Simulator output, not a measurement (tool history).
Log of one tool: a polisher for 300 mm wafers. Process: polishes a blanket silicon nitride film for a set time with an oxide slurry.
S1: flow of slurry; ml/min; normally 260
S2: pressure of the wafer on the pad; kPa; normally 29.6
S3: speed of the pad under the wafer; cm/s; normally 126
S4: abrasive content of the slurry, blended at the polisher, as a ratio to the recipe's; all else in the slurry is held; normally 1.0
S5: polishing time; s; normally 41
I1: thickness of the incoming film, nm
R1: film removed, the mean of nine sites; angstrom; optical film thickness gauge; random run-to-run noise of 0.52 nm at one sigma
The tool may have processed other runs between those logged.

| run | hour | S1 | S2 | S3 | S4 | S5 | I1 | R1 |
|---|---|---|---|---|---|---|---|---|
| 1 | 0.0 | 260 | 29.6 | 126 | 1.0 | 41 | 579.4 | 388 |
| 2 | 8.0 | 260 | 29.6 | 126 | 1.0 | 36 | 595.1 | 332 |
| 3 | 22.9 | 260 | 29.6 | 126 | 1.0 | 41 | 591.1 | 375 |
| 4 | 39.7 | 260 | 29.6 | 126 | 1.0 | 41 | 584.4 | 363 |
| 5 | 46.1 | 260 | 29.6 | 126 | 1.0 | 41 | 589.1 | 361 |
| 6 | 54.3 | 260 | 29.6 | 126 | 1.0 | 41 | 584.3 | 360 |
|  | 63.4 | slurry nozzle cleaned |
|  | 63.6 | worn pad replaced by a new one |
|  | 65.8 | slurry blender recalibrated |
| 7 | 68.5 | 260 | 29.6 | 126 | 1.0 | 41 | 583.8 | 401 |
|  | 80.9 | head pressure recalibrated |
| 8 | 84.4 | 260 | 29.6 | 126 | 1.0 | 41 | 585.4 | 385 |
| 9 | 100.5 | 260 | 29.6 | 126 | 1.0 | 36 | 599.2 | 324 |
| 10 | 106.8 | 315 | 29.6 | 126 | 1.0 | 33 | 597.8 | 300 |
| 11 | 113.1 | 185 | 20.0 | 84 | 1.0 | 37 | 586.4 | 154 |
|  | 125.3 | worn pad replaced by a new one |
| 12 | 130.7 | 260 | 29.6 | 126 | 1.0 | 41 | 591.8 | 403 |
|  | 134.2 | conditioning disc replaced and pad reconditioned |
| 13 | 142.0 | 175 | 24.8 | 126 | 1.0 | 45 | 577.7 | 343 |
| 14 | 153.8 | 260 | 29.6 | 126 | 1.0 | 41 | 598.4 | 366 |
| 15 | 162.3 | 260 | 34.5 | 150 | 1.0 | 41 | 593.3 | 489 |
| 16 | 176.2 | 260 | 29.6 | 126 | 1.0 | 49 | 589.9 | 421 |

Here are 3 independent what-if runs from the current tool condition. What would each one return?
| A | 176.6 | 260 | 29.6 | 126 | 1.0 | 41 | 581.3 | ? |
| B | 176.6 | 260 | 24.8 | 154 | 1.3 | 41 | 581.3 | ? |
| C | 176.6 | 260 | 26.9 | 126 | 0.7 | 41 | 581.3 | ? |

| run | R1 |
|---|---|
| A | 354 |
| B | 386 |
| C | 277 |
The same runs, with their run-to-run variation unchanged, on a tool lacking any hidden condition would have given:
| run | R1 |
|---|---|
| A | 413 |
| B | 449 |
| C | 322 |
